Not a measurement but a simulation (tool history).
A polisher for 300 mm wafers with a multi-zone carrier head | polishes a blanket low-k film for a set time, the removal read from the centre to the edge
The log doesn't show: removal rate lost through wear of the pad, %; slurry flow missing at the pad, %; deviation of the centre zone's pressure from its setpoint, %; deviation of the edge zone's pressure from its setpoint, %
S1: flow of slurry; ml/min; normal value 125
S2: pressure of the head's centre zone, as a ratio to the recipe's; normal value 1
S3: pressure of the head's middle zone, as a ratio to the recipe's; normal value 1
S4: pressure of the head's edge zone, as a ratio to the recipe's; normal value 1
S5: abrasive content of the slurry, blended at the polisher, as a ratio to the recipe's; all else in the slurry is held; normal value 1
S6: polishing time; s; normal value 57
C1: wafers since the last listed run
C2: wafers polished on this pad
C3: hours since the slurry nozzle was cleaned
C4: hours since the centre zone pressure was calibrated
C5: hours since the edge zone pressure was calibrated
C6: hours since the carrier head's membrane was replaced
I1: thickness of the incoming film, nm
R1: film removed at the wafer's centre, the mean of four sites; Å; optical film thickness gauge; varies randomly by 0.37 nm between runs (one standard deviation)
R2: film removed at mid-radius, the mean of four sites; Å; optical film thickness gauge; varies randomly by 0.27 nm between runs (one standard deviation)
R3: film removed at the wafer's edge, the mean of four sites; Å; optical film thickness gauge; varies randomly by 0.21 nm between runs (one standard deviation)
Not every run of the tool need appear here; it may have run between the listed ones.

| run | hour | S1 | S2 | S3 | S4 | S5 | S6 | C1 | C2 | C3 | C4 | C5 | C6 | I1 | R1 | R2 | R3 |
|---|---|---|---|---|---|---|---|---|---|---|---|---|---|---|---|---|---|
| 1 | 0 | 125 | 1 | 0.92 | 1.06 | 1 | 57 | 0 | 3956 | 64 | 222.2 | 196.5 | 242.9 | 530.9 | 339 | 315 | 346 |
| 2 | 68.4 | 125 | 1 | 1 | 1 | 0.8 | 57 | 822 | 4778 | 132.4 | 290.6 | 264.9 | 311.3 | 525.6 | 285 | 274 | 278 |
| 3 | 131.2 | 125 | 1 | 1 | 0.91 | 1 | 57 | 755 | 5534 | 195.2 | 353.4 | 327.7 | 374.1 | 533.5 | 343 | 328 | 314 |
| 4 | 195 | 125 | 1 | 1 | 1 | 0.75 | 57 | 767 | 6302 | 259 | 417.2 | 391.5 | 437.9 | 530.2 | 258 | 251 | 254 |
| 5 | 236.8 | 125 | 1 | 1.04 | 0.93 | 1 | 74 | 502 | 6804 | 300.8 | 459 | 433.3 | 479.7 | 534.5 | 436 | 434 | 410 |
|  | 286.7 | worn pad replaced by a new one |
| 6 | 290.7 | 125 | 1 | 1 | 1 | 1 | 57 | 600 | 48 | 354.7 | 512.9 | 487.2 | 533.6 | 538.7 | 344 | 317 | 333 |
| 7 | 354.4 | 125 | 1 | 1 | 1.11 | 1 | 57 | 766 | 814 | 418.4 | 576.6 | 550.9 | 597.3 | 535.8 | 347 | 317 | 342 |
|  | 420.9 | centre zone pressure recalibrated |
|  | 445.8 | edge zone pressure recalibrated |
| 8 | 451.8 | 125 | 1 | 1 | 1 | 1 | 57 | 1123 | 1938 | 515.8 | 30.9 | 6 | 694.7 | 529.1 | 317 | 314 | 317 |
|  | 482.7 | slurry nozzle cleaned |
| 9 | 502.6 | 125 | 1 | 1 | 0.91 | 0.9 | 57 | 599 | 2537 | 19.9 | 81.7 | 56.8 | 745.5 | 524.4 | 315 | 309 | 296 |
| 10 | 532.4 | 125 | 1 | 1 | 1 | 1 | 57 | 358 | 2896 | 49.7 | 111.5 | 86.6 | 775.3 | 530.4 | 336 | 335 | 331 |
| 11 | 575.1 | 125 | 1 | 1 | 1 | 1 | 57 | 513 | 3409 | 92.4 | 154.2 | 129.3 | 818 | 531.4 | 346 | 332 | 330 |
| 12 | 616 | 125 | 1 | 1 | 1 | 1 | 57 | 492 | 3901 | 133.3 | 195.1 | 170.2 | 858.9 | 519.3 | 341 | 329 | 334 |
| 13 | 686.4 | 125 | 1.05 | 1 | 1 | 1 | 57 | 846 | 4748 | 203.7 | 265.5 | 240.6 | 929.3 | 532.2 | 357 | 322 | 329 |
| 14 | 854.2 | 125 | 1.04 | 1 | 1 | 1 | 57 | 2018 | 6767 | 371.5 | 433.3 | 408.4 | 1097.1 | 534.7 | 356 | 315 | 324 |
|  | 908.2 | worn pad replaced by a new one |
| 15 | 909.8 | 110 | 1 | 1 | 0.94 | 1 | 38 | 620 | 18 | 427.1 | 488.9 | 464 | 1152.7 | 521.3 | 216 | 200 | 202 |
| 16 | 967.2 | 125 | 1 | 1 | 1 | 1 | 57 | 690 | 709 | 484.5 | 546.3 | 521.4 | 1210.1 | 527.7 | 338 | 311 | 319 |
|  | 1008.1 | edge zone pressure recalibrated |
| 17 | 1021.6 | 125 | 0.92 | 0.94 | 1 | 1 | 57 | 630 | 1339 | 538.9 | 600.7 | 13.5 | 1264.5 | 526.9 | 309 | 296 | 319 |
|  | 1063.8 | slurry nozzle cleaned |
| 18 | 1064.3 | 125 | 1 | 1 | 1 | 1 | 57 | 501 | 1841 | 0.5 | 643.4 | 56.2 | 1307.2 | 534 | 369 | 332 | 339 |
| 19 | 1125.8 | 125 | 1 | 1 | 1 | 1.3 | 57 | 739 | 2581 | 62 | 704.9 | 117.7 | 1368.7 | 534.1 | 443 | 392 | 386 |
|  | 1128.1 | centre zone pressure recalibrated |
| 20 | 1167.8 | 125 | 0.94 | 0.95 | 0.93 | 1.15 | 57 | 481 | 3062 | 104 | 39.7 | 159.7 | 1410.7 | 525.8 | 332 | 347 | 354 |
| 21 | 1223.5 | 125 | 1 | 1 | 0.95 | 1.2 | 51 | 670 | 3732 | 159.7 | 95.4 | 215.4 | 1466.4 | 531.3 | 330 | 330 | 325 |
|  | 1238.4 | carrier head's membrane replaced by a new one |
| 22 | 1254.7 | 125 | 1 | 1 | 1 | 1 | 57 | 315 | 4047 | 190.9 | 126.6 | 246.6 | 16.3 | 527.6 | 326 | 326 | 332 |

Take each entry between the runs: how does the hidden state at the last listed run before it differ from the hidden state at the first listed run after it?
From run 5 to run 6: worn pad replaced by a new one (hour 286.7)
  slurry flow missing at the pad, %: 12.5 -> 14.6; deviation of the centre zone's pressure from its setpoint, %: 5.81 -> 6.7
  the result without the hidden state subtracted from the measured one, R1: +7 -> +6 Å; R2: -16 -> -14 Å; R3: -10 -> -10 Å
From run 7 to run 8: centre zone pressure recalibrated (hour 420.9); edge zone pressure recalibrated (hour 445.8)
  slurry flow missing at the pad, %: 17.1 -> 20.9; deviation of the centre zone's pressure from its setpoint, %: 7.75 -> 1.19
  the result without the hidden state subtracted from the measured one, R1: +5 -> -21 Å; R2: -17 -> -22 Å; R3: -13 -> -15 Å
From run 8 to run 9: slurry nozzle cleaned (hour 482.7)
  slurry flow missing at the pad, %: 20.9 -> 4.51; deviation of the centre zone's pressure from its setpoint, %: 1.19 -> 2.03
  the result without the hidden state subtracted from the measured one, R1: -21 -> +2 Å; R2: -22 -> -3 Å; R3: -15 -> -2 Å
From run 14 to run 15: worn pad replaced by a new one (hour 908.2)
  slurry flow missing at the pad, %: 18.3 -> 20.5; deviation of the centre zone's pressure from its setpoint, %: 7.85 -> 8.77
  the result without the hidden state subtracted from the measured one, R1: +4 -> -1 Å; R2: -19 -> -15 Å; R3: -13 -> -10 Å
From run 16 to run 17: edge zone pressure recalibrated (hour 1008.1)
  slurry flow missing at the pad, %: 22.8 -> 24.9; deviation of the centre zone's pressure from its setpoint, %: 9.72 -> 10.6
  the result without the hidden state subtracted from the measured one, R1: +3 -> +1 Å; R2: -25 -> -26 Å; R3: -16 -> -19 Å
From run 17 to run 18: slurry nozzle cleaned (hour 1063.8)
  slurry flow missing at the pad, %: 24.9 -> 1.3; deviation of the centre zone's pressure from its setpoint, %: 10.6 -> 11.3
  the result without the hidden state subtracted from the measured one, R1: +1 -> +37 Å; R2: -26 -> -1 Å; R3: -19 -> -1 Å
From run 19 to run 20: centre zone pressure recalibrated (hour 1128.1)
  slurry flow missing at the pad, %: 3.72 -> 5.37; deviation of the centre zone's pressure from its setpoint, %: 12.3 -> -0.116
  the result without the hidden state subtracted from the measured one, R1: +45 -> -5 Å; R2: -4 -> -5 Å; R3: -3 -> -4 Å
From run 21 to run 22: carrier head's membrane replaced by a new one (hour 1238.4)
  slurry flow missing at the pad, %: 7.56 -> 8.78; deviation of the centre zone's pressure from its setpoint, %: 0.806 -> 1.32
  the result without the hidden state subtracted from the measured one, R1: -5 -> -4 Å; R2: -6 -> -8 Å; R3: -4 -> -5 Å
